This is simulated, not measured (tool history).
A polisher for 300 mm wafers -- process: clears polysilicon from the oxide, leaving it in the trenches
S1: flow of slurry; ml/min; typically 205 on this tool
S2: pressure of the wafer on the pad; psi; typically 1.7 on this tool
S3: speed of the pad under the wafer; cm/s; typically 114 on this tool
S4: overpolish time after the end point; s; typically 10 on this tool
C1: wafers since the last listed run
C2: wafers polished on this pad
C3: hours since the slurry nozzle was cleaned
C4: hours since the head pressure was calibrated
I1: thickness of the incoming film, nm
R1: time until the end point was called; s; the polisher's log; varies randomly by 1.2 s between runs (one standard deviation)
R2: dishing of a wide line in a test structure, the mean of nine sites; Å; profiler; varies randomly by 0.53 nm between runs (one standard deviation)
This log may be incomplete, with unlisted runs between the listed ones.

run    hour   S1   S2   S3  S4    C1    C2     C3      C4     I1     R1   R2
  1     0.0  205  1.7  114  10     0  4981  487.3   148.6  690.5   90.2  414
        6.9  -- slurry nozzle cleaned
  2    46.0  205  1.7  114  10   511  5493   39.1   194.6  679.6   88.8  404
  3   108.1  205  1.7  114  10   706  6199  101.2   256.7  681.2   88.2  408
      141.8  -- worn pad replaced by a new one
  4   210.7  205  1.7  114  10  1121   783  203.8   359.3  697.0   93.4  417
  5   270.1  245  1.7  114  14   675  1459  263.2   418.7  677.9   88.0  448
  6   314.1  205  1.7  114  10   500  1960  307.2   462.7  687.7   88.6  404
  7   393.1  190  2.0  114  10   898  2858  386.2   541.7  674.6   74.9  425
  8   475.0  190  2.0  114  10   931  3790  468.1   623.6  685.5   74.6  435
      523.6  -- slurry nozzle cleaned
  9   535.3  190  2.0  114  10   674  4464   11.7   683.9  703.5   77.3  425
 10   589.8  205  2.0  114  10   619  5084   66.2   738.4  692.6   73.2  435
      742.9  -- worn pad replaced by a new one
 11   834.2  205  2.0  114  10  2734  1039  310.6   982.8  684.4   72.9  424
 12   902.5  205  2.0  114  10   776  1815  378.9  1051.1  690.0   73.7  453
      950.9  -- head pressure recalibrated
 13   983.5  205  1.7  114  10   898  2714  459.9    32.6  688.0  107.3  388
     1047.2  -- slurry nozzle cleaned
 14  1058.6  205  1.7  114  10   842  3557   11.4   107.7  684.7  105.5  385
 15  1095.3  205  1.7  114  10   417  3974   48.1   144.4  692.6  110.3  382
 16  1189.2  205  1.7  114  10  1068  5043  142.0   238.3  681.2  104.5  382
 17  1236.5  205  1.2   86  10   538  5581  189.3   285.6  698.3  197.6  275
     1331.8  -- worn pad replaced by a new one
 18  1334.9  250  1.3   78  15  1073    35  287.7   384.0  690.9  196.3  346
 19  1420.5  205  1.7  136   6   973  1009  373.3   469.6  700.1   89.3  325
     1439.7  -- head pressure recalibrated, repeated, since the last time left the tool worse
 20  1526.4  225  1.7  114  10  1181  2191  479.2    86.7  690.2   90.8  417
     1611.2  -- slurry nozzle cleaned
 21  1624.0  205  1.2   86  10  1098  3289   12.8   184.3  692.3  166.1  307
 22  1712.5  205  1.7  126  10  1006  4296  101.3   272.8  693.3   82.4  427
 23  1790.5  205  1.4   94  10   887  5183  179.3   350.8  676.8  129.4  344
     1917.4  -- worn pad replaced by a new one
 24  2055.4  155  1.7  114  16  2967  1569  444.2   615.7  697.3   93.0  460
 25  2143.1  140  1.2   96  10   997  2567  531.9   703.4  705.3  155.4  318
     2155.5  -- slurry nozzle cleaned
 26  2210.7  270  1.1  114  10   757  3324   55.2   771.0  696.2  130.2  345
 27  2267.1  205  1.2   86  10   641  3966  111.6   827.4  703.1  163.3  317
 28  2332.2  205  1.7  114  10   740  4706  176.7   892.5  693.7   87.4  424
 29  2369.0  240  2.3  100   4   418  5125  213.5   929.3  684.0   72.9  290
     2408.3  -- head pressure recalibrated
 30  2410.8  145  1.7  152  10   452  5578  255.3     2.5  687.2   68.7  450
     2447.9  -- worn pad replaced by a new one
 31  2509.4  205  1.7  142  14  1076   699  353.9   101.1  683.0   71.9  479
 32  2574.3  205  1.7  114   7   738  1437  418.8   166.0  688.3   89.2  353
     2718.8  -- slurry nozzle cleaned
 33  2766.2  205  1.7  114   4  2171  3609   47.4   357.9  682.0   90.5  254

A few steps of R1 between consecutive runs. Split each: what settings, incoming material and random variation would produce without the hidden state, and what is left over for the hidden state, along with gauge scatter present in only one of the two compared results (measured, and without hidden state):
Unlogged tool condition in this case: removal rate lost through wear of the pad, %; slurry flow missing at the pad, %; deviation of the head's pressure from its setpoint, %.
Run 12 -> 13: S2 2.0 -> 1.7, head pressure recalibrated. R1 +33.6 s: hidden state +22.0, all else +11.6.
Run 16 -> 17: S2 1.7 -> 1.2, S3 114 -> 86. R1 +93.1 s: hidden state +13.2, all else +79.9.
Run 18 -> 19: S1 250 -> 205, S2 1.3 -> 1.7, S3 78 -> 136, S4 15 -> 6. R1 -107.0 s: hidden state -15.3, all else -91.7.
Run 21 -> 22: S2 1.2 -> 1.7, S3 86 -> 126. R1 -83.7 s: hidden state +0.2, all else -83.9.
